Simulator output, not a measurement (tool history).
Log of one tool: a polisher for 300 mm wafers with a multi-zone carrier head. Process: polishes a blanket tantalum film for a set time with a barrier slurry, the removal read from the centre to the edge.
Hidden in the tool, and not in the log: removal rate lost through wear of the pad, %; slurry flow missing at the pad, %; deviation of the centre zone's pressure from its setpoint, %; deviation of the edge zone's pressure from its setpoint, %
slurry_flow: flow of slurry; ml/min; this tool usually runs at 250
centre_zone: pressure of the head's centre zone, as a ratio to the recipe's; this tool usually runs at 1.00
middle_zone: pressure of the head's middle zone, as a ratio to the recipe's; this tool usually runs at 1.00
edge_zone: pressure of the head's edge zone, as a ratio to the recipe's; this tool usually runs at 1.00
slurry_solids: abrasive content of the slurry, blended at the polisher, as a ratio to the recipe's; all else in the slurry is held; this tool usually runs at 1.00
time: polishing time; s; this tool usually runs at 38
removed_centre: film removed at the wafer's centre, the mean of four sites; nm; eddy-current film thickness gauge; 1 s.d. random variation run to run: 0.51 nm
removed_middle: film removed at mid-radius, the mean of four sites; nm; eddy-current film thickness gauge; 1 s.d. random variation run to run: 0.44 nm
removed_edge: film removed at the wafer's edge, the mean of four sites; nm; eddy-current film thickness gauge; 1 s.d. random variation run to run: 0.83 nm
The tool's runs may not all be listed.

| run | day | slurry_flow | centre_zone | middle_zone | edge_zone | slurry_solids | time | wafers since the last listed run | wafers polished on this pad | hours since the slurry nozzle was cleaned | hours since the centre zone pressure was calibrated | hours since the edge zone pressure was calibrated | hours since the carrier head's membrane was replaced | incoming thickness of the incoming film, nm | removed_centre | removed_middle | removed_edge |
|---|---|---|---|---|---|---|---|---|---|---|---|---|---|---|---|---|---|
| 1 | 0.000 | 250 | 1.08 | 1.00 | 1.00 | 1.00 | 38 | 0 | 2479 | 35.1 | 259.6 | 989.0 | 745.0 | 415.6 | 61.7 | 57.1 | 56.7 |
|  | 0.171 | worn pad replaced by a new one |
| 2 | 1.279 | 250 | 1.00 | 1.00 | 1.00 | 1.00 | 38 | 390 | 389 | 65.8 | 290.3 | 1019.7 | 775.7 | 411.3 | 60.8 | 57.3 | 58.9 |
| 3 | 2.412 | 250 | 1.00 | 1.00 | 1.00 | 1.00 | 38 | 397 | 787 | 93.0 | 317.5 | 1046.9 | 802.9 | 414.1 | 60.3 | 57.3 | 58.0 |
| 4 | 3.729 | 250 | 1.00 | 1.00 | 1.00 | 1.00 | 38 | 462 | 1249 | 124.6 | 349.1 | 1078.5 | 834.5 | 407.9 | 59.3 | 57.0 | 58.2 |
| 5 | 4.833 | 250 | 1.00 | 1.00 | 1.00 | 1.00 | 38 | 387 | 1637 | 151.1 | 375.6 | 1105.0 | 861.0 | 412.7 | 59.2 | 57.0 | 59.1 |
| 6 | 5.983 | 250 | 1.00 | 1.00 | 1.00 | 1.00 | 38 | 403 | 2041 | 178.7 | 403.2 | 1132.6 | 888.6 | 409.4 | 58.4 | 56.8 | 57.6 |
| 7 | 7.650 | 250 | 1.00 | 1.00 | 1.00 | 1.00 | 38 | 585 | 2626 | 218.7 | 443.2 | 1172.6 | 928.6 | 415.1 | 58.4 | 56.5 | 56.1 |
|  | 8.517 | worn pad replaced by a new one |
| 8 | 10.150 | 250 | 1.00 | 1.00 | 1.00 | 1.00 | 38 | 819 | 573 | 278.7 | 503.2 | 1232.6 | 988.6 | 402.6 | 60.0 | 58.0 | 58.0 |
| 9 | 11.992 | 250 | 1.00 | 1.00 | 1.00 | 1.00 | 38 | 646 | 1219 | 322.9 | 547.4 | 1276.8 | 1032.8 | 412.4 | 59.1 | 56.6 | 57.2 |
|  | 12.533 | edge zone pressure recalibrated |
| 10 | 13.746 | 285 | 1.00 | 1.00 | 1.00 | 1.00 | 34 | 586 | 1806 | 365.0 | 589.5 | 29.1 | 1074.9 | 403.9 | 53.7 | 51.6 | 52.4 |
|  | 15.925 | worn pad replaced by a new one |
| 11 | 16.192 | 285 | 1.00 | 1.00 | 1.00 | 1.00 | 34 | 800 | 93 | 423.7 | 648.2 | 87.8 | 1133.6 | 405.9 | 55.9 | 53.6 | 54.3 |
| 12 | 18.646 | 175 | 0.91 | 1.00 | 0.93 | 1.00 | 38 | 861 | 955 | 482.6 | 707.1 | 146.7 | 1192.5 | 413.1 | 51.7 | 54.1 | 53.6 |
| 13 | 20.779 | 250 | 0.90 | 1.07 | 1.00 | 1.00 | 38 | 748 | 1704 | 533.8 | 758.3 | 197.9 | 1243.7 | 401.9 | 55.8 | 59.8 | 57.1 |
|  | 20.992 | carrier head's membrane replaced by a new one |
| 14 | 23.367 | 250 | 1.11 | 1.00 | 1.00 | 1.25 | 38 | 835 | 2539 | 595.9 | 820.4 | 260.0 | 57.0 | 411.1 | 68.6 | 60.5 | 61.3 |
|  | 24.425 | centre zone pressure recalibrated |
|  | 24.717 | worn pad replaced by a new one |
|  | 25.188 | slurry nozzle cleaned |
| 15 | 25.329 | 300 | 1.00 | 0.92 | 0.96 | 1.00 | 38 | 586 | 200 | 3.4 | 21.7 | 307.1 | 104.1 | 411.4 | 63.0 | 55.9 | 58.7 |
| 16 | 26.550 | 250 | 1.00 | 1.00 | 1.00 | 1.00 | 38 | 428 | 629 | 32.7 | 51.0 | 336.4 | 133.4 | 410.0 | 60.5 | 57.8 | 58.6 |
| 17 | 28.900 | 250 | 1.00 | 1.00 | 0.96 | 1.00 | 38 | 825 | 1454 | 89.1 | 107.4 | 392.8 | 189.8 | 407.9 | 58.6 | 57.2 | 55.7 |
| 18 | 31.854 | 220 | 0.90 | 1.00 | 1.00 | 1.00 | 26 | 1037 | 2491 | 160.0 | 178.3 | 463.7 | 260.7 | 406.0 | 37.0 | 38.6 | 39.6 |
|  | 32.512 | worn pad replaced by a new one |
| 19 | 33.033 | 250 | 1.00 | 1.11 | 1.07 | 1.10 | 50 | 355 | 182 | 188.3 | 206.6 | 492.0 | 289.0 | 404.9 | 82.7 | 87.1 | 82.4 |
| 20 | 34.962 | 250 | 1.00 | 1.00 | 1.00 | 1.00 | 38 | 677 | 859 | 234.6 | 252.9 | 538.3 | 335.3 | 418.1 | 59.3 | 57.9 | 59.0 |

Results for each run, recomputed without the tool's hidden state and with each run's random variation untouched:
| run | removed_centre | removed_middle | removed_edge |
|---|---|---|---|
| 1 | 64.3 | 59.5 | 59.0 |
| 2 | 62.0 | 58.4 | 60.0 |
| 3 | 62.0 | 59.0 | 59.7 |
| 4 | 61.5 | 59.1 | 60.4 |
| 5 | 61.6 | 59.4 | 61.5 |
| 6 | 61.0 | 59.3 | 60.2 |
| 7 | 61.0 | 59.1 | 58.7 |
| 8 | 61.5 | 59.4 | 59.4 |
| 9 | 61.3 | 58.6 | 59.3 |
| 10 | 56.0 | 53.7 | 54.5 |
| 11 | 56.5 | 54.2 | 54.9 |
| 12 | 53.4 | 56.0 | 55.5 |
| 13 | 58.2 | 62.3 | 59.5 |
| 14 | 71.8 | 63.3 | 64.2 |
| 15 | 63.7 | 56.6 | 59.4 |
| 16 | 61.9 | 59.2 | 60.1 |
| 17 | 60.8 | 59.4 | 57.8 |
| 18 | 38.5 | 40.3 | 41.3 |
| 19 | 83.4 | 87.8 | 83.1 |
| 20 | 60.9 | 59.4 | 60.6 |
